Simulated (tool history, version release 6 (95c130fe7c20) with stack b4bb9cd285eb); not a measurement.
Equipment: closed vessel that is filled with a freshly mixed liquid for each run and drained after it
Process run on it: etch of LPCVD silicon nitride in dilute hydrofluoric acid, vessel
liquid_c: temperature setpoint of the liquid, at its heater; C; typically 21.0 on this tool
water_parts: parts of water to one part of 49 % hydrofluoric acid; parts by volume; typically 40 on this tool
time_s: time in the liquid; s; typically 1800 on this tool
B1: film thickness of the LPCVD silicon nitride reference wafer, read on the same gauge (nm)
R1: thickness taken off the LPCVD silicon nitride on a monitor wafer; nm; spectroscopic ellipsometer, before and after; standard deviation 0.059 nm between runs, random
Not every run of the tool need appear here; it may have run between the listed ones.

Run 1, day 0.000: usual settings but liquid_c 22.5 C, time_s 2135 s; B1 119.98. Result: R1 25.06 nm.
Run 2, day 6.183: usual settings but liquid_c 22.5 C, time_s 2135 s; B1 120.03. Result: R1 25.14 nm.
Run 3, day 8.583: usual settings but liquid_c 17.0 C; B1 119.99. Result: R1 14.52 nm.
Run 4, day 13.038: usual settings but liquid_c 17.0 C; B1 120.00. Result: R1 14.50 nm.
Run 5, day 16.871: usual settings but liquid_c 17.0 C; B1 119.99. Result: R1 14.59 nm.
Run 6, day 26.321: usual settings; B1 120.00. Result: R1 19.34 nm.
At day 26.738: gauge calibrated.
Run 7, day 28.896: usual settings; B1 120.05. Result: R1 19.38 nm.
At day 29.175: hydrofluoric acid flow meter replaced.
Run 8, day 31.633: usual settings; B1 120.03. Result: R1 19.48 nm.
Run 9, day 35.921: usual settings but liquid_c 24.0 C; B1 119.99. Result: R1 23.95 nm.
Run 10, day 39.817: usual settings but water_parts 25 parts by volume; B1 120.04. Result: R1 30.78 nm.
Run 11, day 42.617: usual settings but water_parts 25 parts by volume; B1 119.99. Result: R1 30.69 nm.
Run 12, day 44.312: usual settings but time_s 2050 s; B1 119.98. Result: R1 22.40 nm.
Run 13, day 48.683: usual settings but liquid_c 25.0 C; B1 119.98. Result: R1 25.78 nm.
Run 14, day 51.692: usual settings but liquid_c 18.5 C; B1 120.00. Result: R1 16.60 nm.
Run 15, day 53.254: usual settings; B1 120.02. Result: R1 19.69 nm.
At day 54.492: thermometer replaced.
Run 16, day 56.375: usual settings but liquid_c 23.0 C, time_s 2540 s; B1 120.00. Result: R1 30.63 nm.
Run 17, day 58.329: usual settings but water_parts 55 parts by volume, time_s 2600 s; B1 120.01. Result: R1 20.02 nm.
Run 18, day 62.558: usual settings but liquid_c 25.0 C, water_parts 50 parts by volume, time_s 920 s; B1 119.96. Result: R1 10.27 nm.
Run 19, day 65.638: usual settings but liquid_c 25.5 C, water_parts 25 parts by volume, time_s 780 s; B1 120.02. Result: R1 17.60 nm.
Run 20, day 69.138: usual settings but liquid_c 18.5 C, time_s 2470 s; B1 120.02. Result: R1 21.86 nm.
Run 21, day 73.233: usual settings but liquid_c 22.5 C, time_s 2135 s; B1 120.03. Result: R1 25.23 nm.
Run 22, day 77.383: usual settings; B1 120.01. Result: R1 19.13 nm.
Run 23, day 81.517: usual settings but liquid_c 17.5 C, time_s 1055 s; B1 120.01. Result: R1 8.83 nm.
Run 24, day 88.571: usual settings but liquid_c 19.5 C, water_parts 60 parts by volume, time_s 1460 s; B1 119.98. Result: R1 9.55 nm.

Branching from run 24: 5 alternative next runs. What would each branch give?
Run A, day 88.617: usual settings; B1 ?. Result: R1 ?.
Run B, day 88.617: usual settings but liquid_c 17.5 C, water_parts 20 parts by volume, time_s 2095 s; B1 ?. Result: R1 ?.
Run C, day 88.617: usual settings but liquid_c 23.5 C, time_s 1315 s; B1 ?. Result: R1 ?.
Run D, day 88.617: usual settings but liquid_c 19.5 C, water_parts 50 parts by volume; B1 ?. Result: R1 ?.
Run E, day 88.617: usual settings but liquid_c 17.0 C, water_parts 20 parts by volume, time_s 860 s; B1 ?. Result: R1 ?.

run      B1     R1
  A  120.00  19.26
  B  120.00  34.09
  C  120.00  16.70
  D  120.00  13.98
  E  120.00  13.50
Stripped of hidden state, with their random variation kept, the same runs would have yielded:
run     R1
  A  18.86
  B  33.34
  C  16.35
  D  13.68
  E  13.20
